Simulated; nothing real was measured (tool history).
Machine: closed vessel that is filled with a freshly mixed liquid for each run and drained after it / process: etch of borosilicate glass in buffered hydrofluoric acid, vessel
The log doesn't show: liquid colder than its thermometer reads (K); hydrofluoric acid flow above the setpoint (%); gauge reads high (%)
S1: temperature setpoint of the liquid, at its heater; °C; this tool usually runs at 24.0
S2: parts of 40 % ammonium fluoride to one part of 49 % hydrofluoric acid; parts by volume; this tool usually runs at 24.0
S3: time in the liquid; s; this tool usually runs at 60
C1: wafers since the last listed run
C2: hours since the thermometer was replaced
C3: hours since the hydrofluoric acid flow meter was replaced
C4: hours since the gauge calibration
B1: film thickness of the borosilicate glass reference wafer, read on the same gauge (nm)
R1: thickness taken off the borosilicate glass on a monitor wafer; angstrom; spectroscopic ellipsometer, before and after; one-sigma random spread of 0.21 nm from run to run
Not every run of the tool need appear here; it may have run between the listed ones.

run	hour	S1	S2	S3	C1	C2	C3	C4	B1	R1
1	0.0	24.0	24.0	60	0	1630.0	919.9	106.5	90.00	291.2
2	29.6	24.0	24.0	60	3055	1659.6	949.5	136.1	90.00	293.2
3	59.5	24.0	24.0	60	3086	1689.5	979.4	166.0	90.02	288.0
4	83.5	20.0	27.5	60	2477	1713.5	1003.4	190.0	90.02	212.1
5	119.4	20.0	27.5	60	3705	1749.4	1039.3	225.9	89.99	211.1
6	135.4	20.0	27.5	60	1651	1765.4	1055.3	241.9	89.98	209.5
# hour 139.4: thermometer replaced
7	157.4	24.0	24.0	60	2167	18.0	1077.3	263.9	89.98	330.6
8	172.5	24.0	24.0	60	1558	33.1	1092.4	279.0	89.99	333.9
9	191.5	24.0	24.0	60	1961	52.1	1111.4	298.0	89.99	333.2
# hour 196.6: gauge calibrated
10	211.8	28.0	18.5	35	2095	72.4	1131.7	15.2	90.02	295.6
11	226.5	22.5	15.0	45	1517	87.1	1146.4	29.9	90.00	344.5
12	242.2	24.0	24.0	60	1620	102.8	1162.1	45.6	90.00	331.4

What does the tool deliver on the next run?
# hour 259.3: hydrofluoric acid flow meter replaced
13	276.5	24.0	24.0	60	3437	137.1	17.2	79.9	?	?

{"run 13": {"B1": 90.0, "R1": 330.3}}
Without the tool's hidden state the same run would have given R1 335.3 angstrom.
